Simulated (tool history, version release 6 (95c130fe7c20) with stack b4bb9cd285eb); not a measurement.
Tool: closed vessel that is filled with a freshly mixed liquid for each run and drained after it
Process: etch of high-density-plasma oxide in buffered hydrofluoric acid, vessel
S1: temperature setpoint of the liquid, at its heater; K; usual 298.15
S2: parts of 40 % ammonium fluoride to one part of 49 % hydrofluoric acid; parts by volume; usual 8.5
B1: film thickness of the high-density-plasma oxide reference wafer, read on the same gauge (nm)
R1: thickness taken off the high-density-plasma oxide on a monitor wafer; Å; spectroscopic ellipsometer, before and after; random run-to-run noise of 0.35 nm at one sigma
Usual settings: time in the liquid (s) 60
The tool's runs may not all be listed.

run 1 hour=0 | S1=298.15 S2=8.5 time_in_the_liquid_(s)=60 | B1=99.99 | R1=1015.3
run 2 hour=13.4 | S1=298.15 S2=8.5 time_in_the_liquid_(s)=60 | B1=100.01 | R1=1008.8
run 3 hour=34.2 | S1=298.15 S2=8.5 time_in_the_liquid_(s)=60 | B1=100.03 | R1=1007.8
run 4 hour=59.4 | S1=298.15 S2=8.5 time_in_the_liquid_(s)=60 | B1=100.01 | R1=1008.3
run 5 hour=94 | S1=298.15 S2=8.5 time_in_the_liquid_(s)=60 | B1=100.04 | R1=1009.1
-- hour=108.8 gauge calibrated
run 6 hour=126.8 | S1=298.15 S2=8.5 time_in_the_liquid_(s)=60 | B1=99.97 | R1=1006.4
run 7 hour=162.5 | S1=298.15 S2=8.5 time_in_the_liquid_(s)=60 | B1=99.96 | R1=1004.5
run 8 hour=176.8 | S1=298.15 S2=9.5 time_in_the_liquid_(s)=50 | B1=100.03 | R1=765.2
run 9 hour=194 | S1=298.15 S2=6.5 time_in_the_liquid_(s)=60 | B1=100 | R1=1329.4
run 10 hour=215.5 | S1=296.15 S2=5.5 time_in_the_liquid_(s)=60 | B1=99.99 | R1=1386
-- hour=238.7 thermometer replaced
run 11 hour=243.9 | S1=301.15 S2=10 time_in_the_liquid_(s)=30 | B1=99.98 | R1=521.2
-- hour=256.4 hydrofluoric acid flow meter replaced
run 12 hour=266.6 | S1=301.15 S2=7.5 time_in_the_liquid_(s)=70 | B1=99.98 | R1=1577.1
run 13 hour=292 | S1=295.65 S2=8.5 time_in_the_liquid_(s)=70 | B1=99.96 | R1=1020.9
-- hour=302.7 gauge calibrated
run 14 hour=312.8 | S1=298.15 S2=8.5 time_in_the_liquid_(s)=60 | B1=99.98 | R1=1012.7
run 15 hour=335 | S1=298.15 S2=11 time_in_the_liquid_(s)=60 | B1=99.97 | R1=812.9

Predict each of these 5 candidate next runs independently; none follows another, all start after run 15:
run A hour=335.7 | S1=298.15 S2=9.5 time_in_the_liquid_(s)=60 | B1=? | R1=?
run B hour=335.7 | S1=294.15 S2=8.5 time_in_the_liquid_(s)=50 | B1=? | R1=?
run C hour=335.7 | S1=300.65 S2=11.5 time_in_the_liquid_(s)=30 | B1=? | R1=?
run D hour=335.7 | S1=301.15 S2=10 time_in_the_liquid_(s)=60 | B1=? | R1=?
run E hour=335.7 | S1=298.15 S2=7 time_in_the_liquid_(s)=95 | B1=? | R1=?

run=A B1=99.98 R1=921.8
run=B B1=99.98 R1=679
run=C B1=99.98 R1=445.5
run=D B1=99.98 R1=1048.3
run=E B1=99.98 R1=1981.7
With no hidden state in the tool, these same runs would have given:
run=A R1=921.8
run=B R1=679
run=C R1=445.5
run=D R1=1048.3
run=E R1=1981.7

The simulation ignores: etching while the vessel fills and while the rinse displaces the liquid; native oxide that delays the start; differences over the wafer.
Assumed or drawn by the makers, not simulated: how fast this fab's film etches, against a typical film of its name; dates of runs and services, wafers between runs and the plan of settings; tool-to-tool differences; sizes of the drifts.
